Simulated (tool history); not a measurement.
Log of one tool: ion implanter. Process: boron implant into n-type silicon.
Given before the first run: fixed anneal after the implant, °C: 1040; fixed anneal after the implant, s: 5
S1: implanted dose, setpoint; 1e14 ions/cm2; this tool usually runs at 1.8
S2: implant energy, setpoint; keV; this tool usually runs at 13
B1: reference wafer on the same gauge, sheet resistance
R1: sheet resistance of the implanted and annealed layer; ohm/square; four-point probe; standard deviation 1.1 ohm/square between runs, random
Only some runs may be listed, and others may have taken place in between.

run    hour    S1    S2      B1      R1
  1       0  2.06    13  545.98  477.01
  2    93.7  2.06    13  546.18  474.34
  3   142.8   1.8    13  546.68  531.97
  4   244.9   1.8    13  546.77  530.58
  5     325   1.8    13  546.67  530.47
  6   400.5  1.61    13  546.46  584.64
  7     458  1.61    13  546.73  583.16
  8   528.7   1.8    16  547.07   515.9
  9   580.2   1.8    16  547.59  516.46
 10   623.8   1.8    16  547.45   516.4
 11   669.1   1.8   9.5  547.73  552.35
 12   768.4   1.8    13  547.65  530.43
      882.1  -- gauge calibrated
      886.4  -- Faraday cup replaced and dose calibrated
 13   920.7   1.8    13   538.5  521.71
 14   980.1   1.8    13  539.12  521.02
     1160.2  -- extraction supply calibrated
 15  1274.3   1.8    13  542.41  526.84
 16  1378.2   1.8    13  543.18  528.71
 17  1484.2  1.96    13  543.85     492
 18    1523  1.31    10  544.19  708.96
 19  1602.4   1.8    13  544.31  529.78
 20  1691.3  2.32  11.5  544.53  435.23
 21  1732.7  2.17  11.5  545.08  462.81
 22  1840.5  2.32    15  546.05  421.61
 23  1890.5  1.58  10.5  545.82     607
 24  1935.9   1.8    13  546.18  530.85
 25  2028.6   1.8    17  545.89   512.7
 26  2127.7   1.8    13  546.74  528.83
 27  2211.5   1.8    13  546.33  529.77
 28  2271.8  1.35     9  546.53  704.16
 29  2339.1  1.64   9.5  546.86  595.98
 30  2411.4   1.8    13  546.98  530.22
 31  2447.5   1.8    11  546.78  544.57
 32  2552.9   1.8  10.5  547.17  546.92

Some steps in R1, run to run, broken into two amounts with sign: the step expected even without the hidden condition (settings, incoming material, random variation), and the rest, left for the hidden condition together with whatever gauge scatter is not in both the measured and the hidden-condition-free result:
What the log doesn't record here: deviation of the true dose from the Faraday cup's reading, %; deviation of the true energy from its setpoint, %; gauge reads high (%).
Run 12 -> 13: gauge calibrated, Faraday cup replaced and dose calibrated. R1 -8.72 ohm/square: hidden state -8.89, all else +0.17.
Run 14 -> 15: extraction supply calibrated. R1 +5.82 ohm/square: hidden state +3.12, all else +2.7.
Run 17 -> 18: S1 1.96 -> 1.31, S2 13 -> 10. R1 +216.96 ohm/square: hidden state +2.66, all else +214.3.
Run 18 -> 19: S1 1.31 -> 1.8, S2 10 -> 13. R1 -179.18 ohm/square: hidden state -1.59, all else -177.59.
Run 22 -> 23: S1 2.32 -> 1.58, S2 15 -> 10.5. R1 +185.39 ohm/square: hidden state +2.78, all else +182.61.
Run 27 -> 28: S1 1.8 -> 1.35, S2 13 -> 9. R1 +174.39 ohm/square: hidden state +2.93, all else +171.46.
